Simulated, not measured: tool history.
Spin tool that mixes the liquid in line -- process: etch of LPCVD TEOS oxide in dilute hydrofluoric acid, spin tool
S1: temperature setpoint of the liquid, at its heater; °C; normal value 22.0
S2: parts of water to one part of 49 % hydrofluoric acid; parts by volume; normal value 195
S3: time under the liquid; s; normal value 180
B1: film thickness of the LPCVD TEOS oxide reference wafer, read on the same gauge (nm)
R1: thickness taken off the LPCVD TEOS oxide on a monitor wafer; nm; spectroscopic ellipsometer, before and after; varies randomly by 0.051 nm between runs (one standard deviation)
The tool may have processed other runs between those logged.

run     day    S1   S2   S3      B1     R1
  1   0.000  20.0  195  180  140.00  12.90
  2   0.550  20.0  195  180  140.01  12.95
  3   1.079  22.0  195  180  139.99  14.08
  4   1.612  22.0  195  180  139.99  14.06
  5   2.242  23.5  195  220  139.95  18.00
  6   2.767  22.0  195  180  139.97  14.10
  7   3.392  22.0  195  180  140.02  14.07
  8   3.988  22.0  145  180  140.00  19.95
  9   4.404  22.0  145  180  140.00  20.02
 10   5.033  22.0  195  180  139.99  14.15
 11   5.750  22.0  195  180  139.98  13.17
 12   6.279  18.0  165  180  140.00  13.98
 13   6.617  22.0  250   95  139.99   5.18
 14   6.871  19.0  195  180  140.02  11.95
 15   7.342  22.0  195  100  140.00   7.45
 16   7.917  26.5  195  145  140.00  12.67
 17   8.262  22.0  195  115  139.98   8.55
 18   8.862  20.0  195   80  140.05   5.54
 19   9.246  22.0  195  180  139.98  13.37
 20   9.712  25.0  195  180  140.00  15.02
 21  10.433  18.0  165  180  139.99  14.07
 22  11.017  22.0  265  280  140.01  14.34
 23  11.450  22.0  195  180  139.99  12.39
 24  11.871  18.5  150  150  140.02  12.41
 25  12.546  20.0  105   85  139.99  11.21
 26  13.258  22.0  230  180  139.99  10.26
 27  13.858  22.0  195  275  140.01  19.12
 28  14.300  22.0  125  180  139.99  21.20
 29  14.754  26.5  195  145  140.03  12.01
 30  15.488  22.0  195  180  139.98  12.62
 31  16.158  25.0  195  235  140.00  18.49
 32  16.838  18.5  290  260  140.00   9.81

Taken out of this log: 3 entries between the listed runs. Where each belongs, and how the hidden state differs across it:
In the gap between runs 10 and 11: hydrofluoric acid flow meter replaced (day 5.329)
  liquid hotter than its thermometer reads (K): 2.2 -> 2.22; hydrofluoric acid flow above the setpoint (%): 5.46 -> 0.0796
  difference, measured minus the result without the unlogged condition, R1: +1.93 -> +1.06 nm
In the gap between runs 15 and 16: gauge calibrated (day 7.696)
  liquid hotter than its thermometer reads (K): 2.25 -> 2.27; hydrofluoric acid flow above the setpoint (%): 0.334 -> 0.426
  difference, measured minus the result without the unlogged condition, R1: +0.63 -> +1.04 nm
In the gap between runs 22 and 23: thermometer replaced (day 11.296)
  liquid hotter than its thermometer reads (K): 2.34 -> 0.25; hydrofluoric acid flow above the setpoint (%): 0.922 -> 0.992
  difference, measured minus the result without the unlogged condition, R1: +1.31 -> +0.26 nm

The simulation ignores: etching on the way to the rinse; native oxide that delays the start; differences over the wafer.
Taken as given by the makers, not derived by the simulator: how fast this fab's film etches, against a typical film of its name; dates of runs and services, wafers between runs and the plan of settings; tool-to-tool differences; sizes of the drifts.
